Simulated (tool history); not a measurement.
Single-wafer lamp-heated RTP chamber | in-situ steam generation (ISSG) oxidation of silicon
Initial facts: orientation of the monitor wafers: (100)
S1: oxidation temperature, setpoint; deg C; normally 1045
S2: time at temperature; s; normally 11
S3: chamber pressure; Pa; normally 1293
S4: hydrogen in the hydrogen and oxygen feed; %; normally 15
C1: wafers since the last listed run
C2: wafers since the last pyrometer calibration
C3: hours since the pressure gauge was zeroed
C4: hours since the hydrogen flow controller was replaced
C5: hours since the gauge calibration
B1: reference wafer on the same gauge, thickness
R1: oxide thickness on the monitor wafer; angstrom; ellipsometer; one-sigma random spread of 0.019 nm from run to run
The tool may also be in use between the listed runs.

run 1 hour=0.0 | S1=1045 S2=11 S3=1360 S4=15 | C1=0 C2=808 C3=2491.3 C4=3136.7 C5=542.8 | B1=6.032 | R1=50.84
run 2 hour=36.8 | S1=1045 S2=11 S3=1360 S4=15 | C1=345 C2=1153 C3=2528.1 C4=3173.5 C5=579.6 | B1=6.022 | R1=51.27
run 3 hour=135.1 | S1=1045 S2=11 S3=1360 S4=15 | C1=922 C2=2076 C3=2626.4 C4=3271.8 C5=677.9 | B1=6.032 | R1=51.41
run 4 hour=276.7 | S1=1045 S2=10 S3=1333 S4=15 | C1=1328 C2=3404 C3=2768.0 C4=3413.4 C5=819.5 | B1=6.034 | R1=49.26
run 5 hour=374.7 | S1=1045 S2=10 S3=1333 S4=15 | C1=919 C2=4324 C3=2866.0 C4=3511.4 C5=917.5 | B1=6.025 | R1=50.06
-- hour=482.5 pyrometer window cleaned and pyrometer calibrated
run 6 hour=483.0 | S1=1045 S2=11 S3=1293 S4=15 | C1=941 C2=4 C3=2974.3 C4=3619.7 C5=1025.8 | B1=6.031 | R1=51.83
run 7 hour=555.9 | S1=1045 S2=11 S3=1293 S4=15 | C1=684 C2=688 C3=3047.2 C4=3692.6 C5=1098.7 | B1=6.029 | R1=51.54
run 8 hour=656.8 | S1=1045 S2=11 S3=1293 S4=15 | C1=946 C2=1634 C3=3148.1 C4=3793.5 C5=1199.6 | B1=6.024 | R1=51.78
-- hour=670.8 gauge calibrated
run 9 hour=749.6 | S1=1045 S2=13 S3=1293 S4=15 | C1=870 C2=2505 C3=3240.9 C4=3886.3 C5=78.8 | B1=6.023 | R1=56.36
run 10 hour=822.0 | S1=1045 S2=13 S3=1293 S4=15 | C1=679 C2=3185 C3=3313.3 C4=3958.7 C5=151.2 | B1=6.036 | R1=56.93
run 11 hour=901.1 | S1=1045 S2=11 S3=1293 S4=15 | C1=742 C2=3927 C3=3392.4 C4=4037.8 C5=230.3 | B1=6.029 | R1=52.66
run 12 hour=952.9 | S1=1045 S2=11 S3=1293 S4=15 | C1=486 C2=4413 C3=3444.2 C4=4089.6 C5=282.1 | B1=6.029 | R1=53.10
run 13 hour=1006.4 | S1=1051 S2=11 S3=1293 S4=15 | C1=501 C2=4915 C3=3497.7 C4=4143.1 C5=335.6 | B1=6.028 | R1=54.67

What will run 14 give?
run 14 hour=1054.3 | S1=1045 S2=11 S3=1293 S4=15 | C1=449 C2=5364 C3=3545.6 C4=4191.0 C5=383.5 | B1=? | R1=?

{"run 14": {"B1": 6.032, "R1": 53.42}}
With the hidden condition absent and the run-to-run variation left alone, this run would have shown R1 50.96 angstrom.
